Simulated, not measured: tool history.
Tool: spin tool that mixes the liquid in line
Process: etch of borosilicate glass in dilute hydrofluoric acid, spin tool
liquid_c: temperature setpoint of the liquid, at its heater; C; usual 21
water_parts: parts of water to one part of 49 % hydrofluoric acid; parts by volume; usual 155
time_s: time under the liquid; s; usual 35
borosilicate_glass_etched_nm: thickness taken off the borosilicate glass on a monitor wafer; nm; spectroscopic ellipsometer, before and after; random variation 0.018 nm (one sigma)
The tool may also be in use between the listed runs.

run	day	liquid_c	water_parts	time_s	wafers since the last listed run	hours since the thermometer was replaced	hours since the hydrofluoric acid flow meter was replaced	hours since the gauge calibration	read-back film thickness of the borosilicate glass reference wafer, read on the same gauge (nm)	borosilicate_glass_etched_nm
1	0	21	155	35	0	2199.6	2277.6	454.6	149.996	5.121
2	0.925	21	155	35	327	2221.8	2299.8	476.8	149.988	5.098
3	1.542	21	155	35	218	2236.6	2314.6	491.6	149.957	5.129
4	2.338	21	155	35	281	2255.7	2333.7	510.7	149.999	5.105
5	3.3	21	155	35	340	2278.8	2356.8	533.8	150.015	5.108
6	4.467	23.5	155	35	412	2306.8	2384.8	561.8	150.004	5.648
7	5.192	23.5	155	35	256	2324.2	2402.2	579.2	150.018	5.671
8	6.346	21	195	35	408	2351.9	2429.9	606.9	150.013	3.972
9	7.208	21	195	35	305	2372.6	2450.6	627.6	150.026	3.961
10	8.242	21	155	35	365	2397.4	2475.4	652.4	149.981	5.174
11	8.75	21	155	35	179	2409.6	2487.6	664.6	150.011	5.218
# day 8.804: hydrofluoric acid flow meter replaced
12	10.246	21	155	35	514	2445.5	34.6	700.5	150.033	4.533
13	11.008	21	155	35	269	2463.8	52.9	718.8	150.012	4.517
14	11.804	22.5	155	35	281	2482.9	72	737.9	150.05	4.816
15	12.525	19	225	35	254	2500.2	89.3	755.2	150.015	2.704
16	13.542	17	185	45	359	2524.6	113.7	779.6	150.042	4.065
# day 13.875: gauge calibrated
17	14.979	26	235	35	508	2559.1	148.2	26.5	149.995	3.302
# day 15.879: thermometer replaced
18	15.9	22.5	210	50	310	0.5	170.3	48.6	150.026	4.508
19	16.704	21	130	30	284	19.8	189.6	67.9	150.026	4.476
20	17.238	21	155	35	188	32.6	202.4	80.7	149.951	4.283
21	17.95	17	125	55	251	49.7	219.5	97.8	150.024	7.319
22	20.112	25	155	20	764	101.6	271.4	149.7	149.994	2.876
23	20.788	23	85	25	238	117.8	287.6	165.9	150.012	6.6
24	21.762	21	155	35	344	141.2	311	189.3	149.973	4.323
25	23	24.5	200	55	437	170.9	340.7	219	150.004	5.745
26	24.154	21	155	25	408	198.6	368.4	246.7	150.029	3.101
27	25.496	24.5	235	45	474	230.8	400.6	278.9	150.029	3.877
28	26.167	22.5	210	50	237	246.9	416.7	295	150.028	4.598

Some steps in borosilicate_glass_etched_nm between neighbouring runs. How much of each would the tool show without its hidden state too (settings, what came in, random variation), and how much is left for the hidden state, with any gauge scatter that isn't in both results?
The hidden state here: liquid hotter than its thermometer reads (K); hydrofluoric acid flow above the setpoint (%); gauge reads high (%).
Run 7 -> 8: liquid_c 23.5 -> 21, water_parts 155 -> 195. borosilicate_glass_etched_nm -1.699 nm: hidden state -0.323, all else -1.376.
Run 11 -> 12: hydrofluoric acid flow meter replaced. borosilicate_glass_etched_nm -0.685 nm: hidden state -0.676, all else -0.009.
Run 21 -> 22: liquid_c 17 -> 25, water_parts 125 -> 155, time_s 55 -> 20. borosilicate_glass_etched_nm -4.443 nm: hidden state -0.155, all else -4.288.
Run 22 -> 23: liquid_c 25 -> 23, water_parts 155 -> 85, time_s 20 -> 25. borosilicate_glass_etched_nm +3.724 nm: hidden state +0.161, all else +3.563.
